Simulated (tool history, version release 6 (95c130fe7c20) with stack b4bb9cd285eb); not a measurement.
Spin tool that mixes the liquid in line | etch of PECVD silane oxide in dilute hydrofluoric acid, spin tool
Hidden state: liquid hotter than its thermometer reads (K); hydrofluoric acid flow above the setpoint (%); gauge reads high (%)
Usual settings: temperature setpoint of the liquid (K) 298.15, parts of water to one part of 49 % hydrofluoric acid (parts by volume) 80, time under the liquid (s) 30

run,hour,temperature setpoint of the liquid (K),parts of water to one part of 49 % hydrofluoric acid (parts by volume),time under the liquid (s),wafers since the last listed run,hours since the thermometer was replaced,hours since the hydrofluoric acid flow meter was replaced,hours since the gauge calibration,"read-back film thickness of the PECVD silane oxide reference wafer, read on the same gauge (nm)",thickness taken off the PECVD silane oxide on a monitor wafer (angstrom)
1,0.0,298.15,80,30,0,825.9,1089.6,168.9,109.53,166.8
2,61.4,298.15,80,30,1145,887.3,1151.0,230.3,109.23,165.1
3,85.7,298.15,80,30,453,911.6,1175.3,254.6,109.12,163.9
4,151.2,298.15,50,30,1222,977.1,1240.8,320.1,108.82,275.4
5,207.4,298.15,80,30,1048,1033.3,1297.0,376.3,108.57,163.4
6,236.8,298.15,80,30,548,1062.7,1326.4,405.7,108.54,165.3
# hour 249.9: thermometer replaced
7,284.2,298.15,80,30,865,34.3,1373.8,453.1,108.30,166.5
# hour 309.3: hydrofluoric acid flow meter replaced
8,312.5,298.15,90,20,509,62.6,3.2,481.4,108.17,96.5
9,361.8,295.15,95,30,919,111.9,52.5,530.7,107.98,122.3
10,423.4,298.15,80,30,1149,173.5,114.1,592.3,107.60,164.3
# hour 435.9: gauge calibrated
11,468.8,299.65,80,15,847,218.9,159.5,32.9,109.94,89.3

The next listed run, before its measurement:
12,506.0,294.15,115,40,694,256.1,196.7,70.1,?,?

Run 12 gave read-back film thickness of the PECVD silane oxide reference wafer, read on the same gauge (nm) 109.77, thickness taken off the PECVD silane oxide on a monitor wafer (angstrom) 126.7.
Without the tool's hidden state the same run would have given thickness taken off the PECVD silane oxide on a monitor wafer (angstrom) 127.0.
